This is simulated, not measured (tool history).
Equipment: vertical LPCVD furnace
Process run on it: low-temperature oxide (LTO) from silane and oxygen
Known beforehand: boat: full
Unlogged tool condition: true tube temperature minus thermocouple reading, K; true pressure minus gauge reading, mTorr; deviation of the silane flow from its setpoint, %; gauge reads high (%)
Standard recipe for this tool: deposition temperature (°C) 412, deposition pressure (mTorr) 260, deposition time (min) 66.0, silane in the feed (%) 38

run	day	deposition temperature (°C)	deposition pressure (mTorr)	deposition time (min)	silane in the feed (%)	wafers since the last listed run	hours since the last temperature calibration	hours since the pressure gauge was zeroed	hours since the silane flow controller was replaced	hours since the gauge calibration	read-back reference wafer on the same gauge, thickness	film thickness on the monitor wafer in the middle of the boat (Å)
1	0.000	412	260	66.0	38	0	1502.1	306.3	3459.6	1119.2	770.35	7340.5
2	2.392	412	260	66.0	38	1100	1559.5	363.7	3517.0	1176.6	770.62	7357.9
3	6.892	412	260	66.0	38	2070	1667.5	471.7	3625.0	1284.6	770.66	7331.4
4	15.667	412	260	66.0	38	4036	1878.1	682.3	3835.6	1495.2	771.28	7330.2
# day 17.517: gauge calibrated
5	19.525	412	260	66.0	38	1774	1970.7	774.9	3928.2	48.2	771.03	7324.4
6	21.762	412	260	66.0	38	1029	2024.4	828.6	3981.9	101.9	771.34	7313.9
7	26.088	412	260	66.0	38	1989	2128.2	932.4	4085.7	205.7	771.27	7335.5
8	29.646	405	260	66.0	32	1636	2213.6	1017.8	4171.1	291.1	771.37	5434.5
9	33.983	405	260	66.0	32	1995	2317.7	1121.9	4275.2	395.2	770.69	5406.5
10	35.638	412	260	58.0	34	760	2357.4	1161.6	4314.9	434.9	771.96	5598.3
# day 43.258: silane flow controller replaced
11	47.896	412	260	58.0	34	5179	2651.6	1455.8	111.3	729.1	771.11	5583.3
# day 52.117: pressure gauge zeroed
12	55.179	407	260	66.0	38	2890	2826.4	73.5	286.1	903.9	770.84	6946.3
13	57.146	412	305	66.0	38	904	2873.6	120.7	333.3	951.1	771.15	8613.9
14	59.654	418	260	90.0	38	1153	2933.8	180.9	393.5	1011.3	771.30	10630.5
15	63.483	424	310	79.0	35	1761	3025.7	272.8	485.4	1103.2	770.51	10720.5
16	66.204	412	260	66.0	38	1251	3091.0	338.1	550.7	1168.5	770.62	7348.4
17	69.467	418	260	87.0	40	1500	3169.3	416.4	629.0	1246.8	770.59	10937.3
18	73.288	418	260	66.0	43	1757	3261.0	508.1	720.7	1338.5	771.79	8960.3
19	76.383	416	220	75.0	45	1424	3335.3	582.4	795.0	1412.8	771.03	8864.9
20	79.067	412	260	66.0	32	1234	3399.7	646.8	859.4	1477.2	771.84	5872.1
21	80.958	412	235	76.5	38	870	3445.1	692.2	904.8	1522.6	771.49	7671.7
# day 82.300: thermocouples replaced and temperature profile calibrated
22	82.967	415	260	66.0	38	463	16.0	740.4	953.0	1570.8	770.80	7557.3
23	84.821	406	260	73.5	38	852	60.5	784.9	997.5	1615.3	770.89	7676.1
24	88.058	417	285	66.0	45	1489	138.2	862.6	1075.2	1693.0	770.76	10154.1
25	89.646	412	260	66.0	38	730	176.3	900.7	1113.3	1731.1	771.40	7350.0
26	92.212	412	260	66.0	38	1180	237.9	962.3	1174.9	1792.7	770.72	7296.2
27	93.925	412	260	66.0	38	787	279.0	1003.4	1216.0	1833.8	771.77	7334.1
28	97.433	412	320	44.5	38	1613	363.2	1087.6	1300.2	1918.0	770.88	6096.9
29	99.158	403	300	66.0	38	793	404.6	1129.0	1341.6	1959.4	770.78	7674.4
# day 101.321: gauge calibrated
30	105.808	412	305	46.0	38	3059	564.2	1288.6	1501.2	107.7	771.34	6006.6
# day 109.258: pressure gauge zeroed
31	109.458	412	205	66.0	38	1219	651.8	4.8	1588.8	195.3	770.95	5776.1
32	111.904	412	260	66.0	45	1125	710.5	63.5	1647.5	254.0	770.49	8845.2

What was the tool's hidden state at every run in the log?
true tube temperature minus thermocouple reading, K: 0 on each run
true pressure minus gauge reading, mTorr: 0 on each run
deviation of the silane flow from its setpoint, %: 0 on each run
gauge reads high (%): 0 on each run
